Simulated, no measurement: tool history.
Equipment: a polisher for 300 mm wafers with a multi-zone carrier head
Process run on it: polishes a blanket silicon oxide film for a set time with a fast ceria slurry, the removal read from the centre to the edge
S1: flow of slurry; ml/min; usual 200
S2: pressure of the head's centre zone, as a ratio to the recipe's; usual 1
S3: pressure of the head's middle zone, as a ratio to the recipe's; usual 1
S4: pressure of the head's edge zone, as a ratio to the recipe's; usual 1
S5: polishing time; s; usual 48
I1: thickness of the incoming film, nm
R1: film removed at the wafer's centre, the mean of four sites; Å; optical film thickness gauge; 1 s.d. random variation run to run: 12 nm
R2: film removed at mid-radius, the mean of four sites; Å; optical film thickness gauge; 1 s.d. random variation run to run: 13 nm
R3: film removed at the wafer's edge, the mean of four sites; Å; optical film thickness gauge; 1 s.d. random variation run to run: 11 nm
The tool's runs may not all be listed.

{"run": 1, "hour": 0.0, "S1": 200, "S2": 1, "S3": 1, "S4": 1, "S5": 48, "I1": 2464.3, "R1": 8681, "R2": 8995, "R3": 8813}
{"run": 2, "hour": 78.1, "S1": 200, "S2": 1, "S3": 1, "S4": 0.91, "S5": 52, "I1": 2455.2, "R1": 9485, "R2": 9567, "R3": 9245}
{"run": 3, "hour": 128.8, "S1": 200, "S2": 1, "S3": 1, "S4": 1, "S5": 48, "I1": 2463.3, "R1": 8842, "R2": 8746, "R3": 8977}
{"run": 4, "hour": 178.4, "S1": 170, "S2": 1, "S3": 1, "S4": 0.92, "S5": 48, "I1": 2466.4, "R1": 8449, "R2": 8653, "R3": 8251}
{"hour": 190.4, "done": "carrier head's membrane replaced by a new one"}
{"run": 5, "hour": 257.9, "S1": 200, "S2": 1, "S3": 1, "S4": 1, "S5": 48, "I1": 2458.6, "R1": 8642, "R2": 8849, "R3": 8787}
{"hour": 280.6, "done": "edge zone pressure recalibrated"}
{"run": 6, "hour": 303.9, "S1": 170, "S2": 1, "S3": 1, "S4": 0.92, "S5": 48, "I1": 2452.8, "R1": 8247, "R2": 8329, "R3": 8085}
{"run": 7, "hour": 348.4, "S1": 200, "S2": 1, "S3": 1, "S4": 1, "S5": 48, "I1": 2453.7, "R1": 8597, "R2": 8679, "R3": 8494}
{"hour": 426.3, "done": "slurry nozzle cleaned"}
{"run": 8, "hour": 427.9, "S1": 250, "S2": 1.06, "S3": 1, "S4": 0.91, "S5": 31, "I1": 2417.5, "R1": 5928, "R2": 5669, "R3": 5509}
{"run": 9, "hour": 478.9, "S1": 200, "S2": 1, "S3": 1, "S4": 1, "S5": 48, "I1": 2475.5, "R1": 8392, "R2": 8405, "R3": 8294}
{"hour": 492.0, "done": "centre zone pressure recalibrated"}
{"hour": 518.7, "done": "worn pad replaced by a new one"}
{"run": 10, "hour": 563.0, "S1": 200, "S2": 1, "S3": 1, "S4": 1, "S5": 48, "I1": 2436.9, "R1": 8919, "R2": 8977, "R3": 8787}
{"run": 11, "hour": 600.3, "S1": 200, "S2": 1, "S3": 1, "S4": 0.94, "S5": 48, "I1": 2434.7, "R1": 8556, "R2": 8850, "R3": 8651}
{"run": 12, "hour": 701.8, "S1": 200, "S2": 1, "S3": 1.1, "S4": 0.95, "S5": 48, "I1": 2428.4, "R1": 8579, "R2": 9287, "R3": 8286}
{"run": 13, "hour": 738.0, "S1": 200, "S2": 1, "S3": 1, "S4": 1, "S5": 64, "I1": 2448.1, "R1": 11568, "R2": 11751, "R3": 11491}
{"run": 14, "hour": 781.5, "S1": 165, "S2": 1, "S3": 1.08, "S4": 1.09, "S5": 48, "I1": 2454.3, "R1": 8495, "R2": 8943, "R3": 8804}
{"hour": 800.9, "done": "carrier head's membrane replaced by a new one"}
{"hour": 823.6, "done": "edge zone pressure recalibrated"}
{"run": 15, "hour": 824.1, "S1": 135, "S2": 1, "S3": 1, "S4": 1, "S5": 48, "I1": 2439, "R1": 8141, "R2": 8107, "R3": 8203}
{"run": 16, "hour": 919.6, "S1": 200, "S2": 1, "S3": 1.1, "S4": 1, "S5": 48, "I1": 2477.6, "R1": 8386, "R2": 9408, "R3": 8600}
{"run": 17, "hour": 1020.2, "S1": 200, "S2": 1, "S3": 1, "S4": 0.93, "S5": 48, "I1": 2480.5, "R1": 8392, "R2": 8366, "R3": 8038}
{"hour": 1047.2, "done": "slurry nozzle cleaned"}
{"run": 18, "hour": 1060.7, "S1": 200, "S2": 0.94, "S3": 1, "S4": 0.92, "S5": 35, "I1": 2446.9, "R1": 5717, "R2": 6023, "R3": 5927}
{"run": 19, "hour": 1124.5, "S1": 200, "S2": 1, "S3": 0.96, "S4": 1, "S5": 48, "I1": 2499, "R1": 8298, "R2": 8240, "R3": 8410}
{"hour": 1166.7, "done": "worn pad replaced by a new one"}
{"hour": 1177.5, "done": "centre zone pressure recalibrated"}
{"run": 20, "hour": 1230.8, "S1": 200, "S2": 1, "S3": 1, "S4": 1, "S5": 48, "I1": 2400.5, "R1": 8680, "R2": 9032, "R3": 8890}
{"hour": 1374.6, "done": "edge zone pressure recalibrated"}
{"hour": 1406.1, "done": "carrier head's membrane replaced by a new one"}
{"run": 21, "hour": 1542.8, "S1": 200, "S2": 1, "S3": 1, "S4": 1, "S5": 48, "I1": 2471.4, "R1": 8798, "R2": 8835, "R3": 8523}
{"hour": 1680.2, "done": "slurry nozzle cleaned"}
{"run": 22, "hour": 1711.2, "S1": 200, "S2": 1, "S3": 1, "S4": 1, "S5": 48, "I1": 2411.5, "R1": 8451, "R2": 8493, "R3": 8411}
{"hour": 1782.1, "done": "centre zone pressure recalibrated"}
{"run": 23, "hour": 1792.9, "S1": 200, "S2": 0.95, "S3": 0.9, "S4": 1.1, "S5": 64, "I1": 2486.7, "R1": 10303, "R2": 10133, "R3": 11446}

Alternative continuations, all from the tool just after run 23; predict every row:
{"run": "A", "hour": 1793.3, "S1": 200, "S2": 1, "S3": 1, "S4": 1, "S5": 48, "I1": 2490.6, "R1": "?", "R2": "?", "R3": "?"}
{"run": "B", "hour": 1793.3, "S1": 140, "S2": 1, "S3": 0.91, "S4": 0.93, "S5": 55, "I1": 2490.6, "R1": "?", "R2": "?", "R3": "?"}
{"run": "C", "hour": 1793.3, "S1": 230, "S2": 1, "S3": 1, "S4": 1.05, "S5": 48, "I1": 2490.6, "R1": "?", "R2": "?", "R3": "?"}

run=A R1=7979 R2=8236 R3=8527
run=B R1=8437 R2=8239 R3=8975
run=C R1=8165 R2=8406 R3=8868
Without the tool's unlogged condition, the same runs would have read:
run=A R1=8579 R2=8855 R3=9167
run=B R1=9071 R2=8858 R3=9649
run=C R1=8778 R2=9038 R3=9534
